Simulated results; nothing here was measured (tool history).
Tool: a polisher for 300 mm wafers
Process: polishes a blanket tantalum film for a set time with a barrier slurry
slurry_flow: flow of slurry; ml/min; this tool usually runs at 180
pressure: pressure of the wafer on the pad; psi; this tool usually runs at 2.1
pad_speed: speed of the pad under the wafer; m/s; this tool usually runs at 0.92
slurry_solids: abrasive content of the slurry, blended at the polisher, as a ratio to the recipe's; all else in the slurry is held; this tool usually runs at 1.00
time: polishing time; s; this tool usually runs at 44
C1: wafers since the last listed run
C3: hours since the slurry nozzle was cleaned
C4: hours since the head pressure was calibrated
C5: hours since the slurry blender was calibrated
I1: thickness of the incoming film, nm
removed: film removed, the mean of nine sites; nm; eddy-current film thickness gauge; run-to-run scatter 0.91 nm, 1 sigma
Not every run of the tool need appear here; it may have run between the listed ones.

run 1 day=0.000 | slurry_flow=180 pressure=2.1 pad_speed=0.92 slurry_solids=1.00 time=44 | C1=0 wafers_polished_on_this_pad=763 C3=347.5 C4=1185.1 C5=36.2 | I1=353.5 | removed=67.8
run 2 day=0.608 | slurry_flow=180 pressure=2.6 pad_speed=0.92 slurry_solids=1.00 time=44 | C1=162 wafers_polished_on_this_pad=925 C3=362.1 C4=1199.7 C5=50.8 | I1=346.9 | removed=80.7
-- day=1.704 worn pad replaced by a new one
run 3 day=1.725 | slurry_flow=180 pressure=2.1 pad_speed=0.92 slurry_solids=1.00 time=44 | C1=253 wafers_polished_on_this_pad=5 C3=388.9 C4=1226.5 C5=77.6 | I1=351.8 | removed=69.6
-- day=1.829 head pressure recalibrated
run 4 day=2.179 | slurry_flow=180 pressure=2.1 pad_speed=0.92 slurry_solids=1.00 time=44 | C1=98 wafers_polished_on_this_pad=103 C3=399.8 C4=8.4 C5=88.5 | I1=349.9 | removed=69.5
run 5 day=2.579 | slurry_flow=180 pressure=2.1 pad_speed=0.92 slurry_solids=1.00 time=44 | C1=106 wafers_polished_on_this_pad=210 C3=409.4 C4=18.0 C5=98.1 | I1=351.8 | removed=69.5
run 6 day=3.025 | slurry_flow=180 pressure=2.1 pad_speed=0.68 slurry_solids=1.00 time=44 | C1=118 wafers_polished_on_this_pad=329 C3=420.1 C4=28.7 C5=108.8 | I1=347.3 | removed=50.8
run 7 day=3.688 | slurry_flow=180 pressure=2.1 pad_speed=0.68 slurry_solids=1.00 time=44 | C1=176 wafers_polished_on_this_pad=506 C3=436.0 C4=44.6 C5=124.7 | I1=352.3 | removed=50.8
-- day=3.821 slurry blender recalibrated
run 8 day=4.196 | slurry_flow=180 pressure=2.1 pad_speed=0.68 slurry_solids=1.00 time=44 | C1=113 wafers_polished_on_this_pad=619 C3=448.2 C4=56.8 C5=9.0 | I1=350.0 | removed=49.4
-- day=4.671 slurry nozzle cleaned
run 9 day=4.692 | slurry_flow=180 pressure=1.9 pad_speed=0.92 slurry_solids=1.00 time=36 | C1=121 wafers_polished_on_this_pad=740 C3=0.5 C4=68.7 C5=20.9 | I1=351.4 | removed=49.7
run 10 day=5.383 | slurry_flow=135 pressure=1.6 pad_speed=0.64 slurry_solids=1.30 time=44 | C1=184 wafers_polished_on_this_pad=924 C3=17.1 C4=85.3 C5=37.5 | I1=342.6 | removed=38.3
run 11 day=5.954 | slurry_flow=180 pressure=2.3 pad_speed=1.16 slurry_solids=1.00 time=33 | C1=152 wafers_polished_on_this_pad=1076 C3=30.8 C4=99.0 C5=51.2 | I1=352.3 | removed=67.2
-- day=7.196 worn pad replaced by a new one
run 12 day=7.717 | slurry_flow=180 pressure=2.1 pad_speed=1.08 slurry_solids=1.00 time=44 | C1=425 wafers_polished_on_this_pad=138 C3=73.1 C4=141.3 C5=93.5 | I1=350.8 | removed=80.2
run 13 day=8.146 | slurry_flow=215 pressure=1.9 pad_speed=1.12 slurry_solids=0.80 time=44 | C1=114 wafers_polished_on_this_pad=252 C3=83.4 C4=151.6 C5=103.8 | I1=349.4 | removed=70.6
run 14 day=8.679 | slurry_flow=180 pressure=2.1 pad_speed=0.92 slurry_solids=1.00 time=44 | C1=142 wafers_polished_on_this_pad=395 C3=96.2 C4=164.4 C5=116.6 | I1=350.2 | removed=69.2
-- day=8.788 slurry blender recalibrated
run 15 day=9.054 | slurry_flow=215 pressure=2.7 pad_speed=0.92 slurry_solids=1.10 time=58 | C1=77 wafers_polished_on_this_pad=472 C3=105.2 C4=173.4 C5=6.4 | I1=346.5 | removed=121.7
run 16 day=9.742 | slurry_flow=180 pressure=2.5 pad_speed=0.92 slurry_solids=1.25 time=44 | C1=183 wafers_polished_on_this_pad=656 C3=121.7 C4=189.9 C5=22.9 | I1=352.2 | removed=86.3
run 17 day=10.258 | slurry_flow=180 pressure=2.1 pad_speed=0.92 slurry_solids=1.00 time=44 | C1=137 wafers_polished_on_this_pad=793 C3=134.1 C4=202.3 C5=35.3 | I1=353.1 | removed=68.3
run 18 day=10.521 | slurry_flow=180 pressure=2.1 pad_speed=0.92 slurry_solids=1.00 time=44 | C1=69 wafers_polished_on_this_pad=863 C3=140.4 C4=208.6 C5=41.6 | I1=345.4 | removed=67.0
run 19 day=12.021 | slurry_flow=155 pressure=2.1 pad_speed=0.92 slurry_solids=1.00 time=44 | C1=399 wafers_polished_on_this_pad=1263 C3=176.4 C4=244.6 C5=77.6 | I1=350.4 | removed=63.9
-- day=12.362 worn pad replaced by a new one
run 20 day=12.629 | slurry_flow=180 pressure=2.6 pad_speed=0.92 slurry_solids=1.10 time=44 | C1=117 wafers_polished_on_this_pad=70 C3=191.0 C4=259.2 C5=92.2 | I1=348.8 | removed=86.4
run 21 day=13.121 | slurry_flow=180 pressure=2.7 pad_speed=0.92 slurry_solids=1.00 time=44 | C1=131 wafers_polished_on_this_pad=201 C3=202.8 C4=271.0 C5=104.0 | I1=355.7 | removed=89.0
run 22 day=13.421 | slurry_flow=180 pressure=2.1 pad_speed=0.92 slurry_solids=1.00 time=44 | C1=79 wafers_polished_on_this_pad=281 C3=210.0 C4=278.2 C5=111.2 | I1=354.7 | removed=70.5
run 23 day=13.921 | slurry_flow=165 pressure=2.1 pad_speed=1.10 slurry_solids=1.00 time=44 | C1=133 wafers_polished_on_this_pad=414 C3=222.0 C4=290.2 C5=123.2 | I1=354.0 | removed=82.5
-- day=14.571 slurry blender recalibrated
run 24 day=14.592 | slurry_flow=125 pressure=2.1 pad_speed=0.92 slurry_solids=1.00 time=44 | C1=156 wafers_polished_on_this_pad=571 C3=238.1 C4=306.3 C5=0.5 | I1=353.4 | removed=65.0
run 25 day=15.062 | slurry_flow=180 pressure=2.1 pad_speed=0.92 slurry_solids=1.00 time=44 | C1=125 wafers_polished_on_this_pad=697 C3=249.4 C4=317.6 C5=11.8 | I1=346.9 | removed=67.7
run 26 day=15.538 | slurry_flow=180 pressure=2.1 pad_speed=0.92 slurry_solids=1.00 time=50 | C1=126 wafers_polished_on_this_pad=823 C3=260.8 C4=329.0 C5=23.2 | I1=346.9 | removed=75.9
run 27 day=16.283 | slurry_flow=180 pressure=1.7 pad_speed=0.92 slurry_solids=1.00 time=44 | C1=198 wafers_polished_on_this_pad=1022 C3=278.7 C4=346.9 C5=41.1 | I1=352.4 | removed=54.9
run 28 day=16.546 | slurry_flow=135 pressure=2.7 pad_speed=0.92 slurry_solids=1.20 time=52 | C1=69 wafers_polished_on_this_pad=1092 C3=285.0 C4=353.2 C5=47.4 | I1=343.5 | removed=101.7
run 29 day=16.962 | slurry_flow=180 pressure=2.1 pad_speed=0.92 slurry_solids=1.00 time=44 | C1=111 wafers_polished_on_this_pad=1203 C3=295.0 C4=363.2 C5=57.4 | I1=344.5 | removed=66.1

Forecast each of these 5 alternatives for the next run:
run A day=16.979 | slurry_flow=180 pressure=2.1 pad_speed=0.92 slurry_solids=1.00 time=44 | C1=4 wafers_polished_on_this_pad=1208 C3=295.4 C4=363.6 C5=57.8 | I1=349.4 | removed=?
run B day=16.979 | slurry_flow=165 pressure=1.6 pad_speed=0.92 slurry_solids=1.00 time=44 | C1=4 wafers_polished_on_this_pad=1208 C3=295.4 C4=363.6 C5=57.8 | I1=349.4 | removed=?
run C day=16.979 | slurry_flow=180 pressure=2.4 pad_speed=0.92 slurry_solids=0.70 time=44 | C1=4 wafers_polished_on_this_pad=1208 C3=295.4 C4=363.6 C5=57.8 | I1=349.4 | removed=?
run D day=16.979 | slurry_flow=180 pressure=2.1 pad_speed=0.92 slurry_solids=1.00 time=30 | C1=4 wafers_polished_on_this_pad=1208 C3=295.4 C4=363.6 C5=57.8 | I1=349.4 | removed=?
run E day=16.979 | slurry_flow=145 pressure=2.3 pad_speed=0.92 slurry_solids=1.00 time=44 | C1=4 wafers_polished_on_this_pad=1208 C3=295.4 C4=363.6 C5=57.8 | I1=349.4 | removed=?

run=A removed=65.2
run=B removed=50.9
run=C removed=57.9
run=D removed=44.5
run=E removed=67.9
Stripped of hidden state, with their random variation kept, the same runs would have yielded:
run=A removed=69.1
run=B removed=53.9
run=C removed=61.3
run=D removed=47.1
run=E removed=71.9

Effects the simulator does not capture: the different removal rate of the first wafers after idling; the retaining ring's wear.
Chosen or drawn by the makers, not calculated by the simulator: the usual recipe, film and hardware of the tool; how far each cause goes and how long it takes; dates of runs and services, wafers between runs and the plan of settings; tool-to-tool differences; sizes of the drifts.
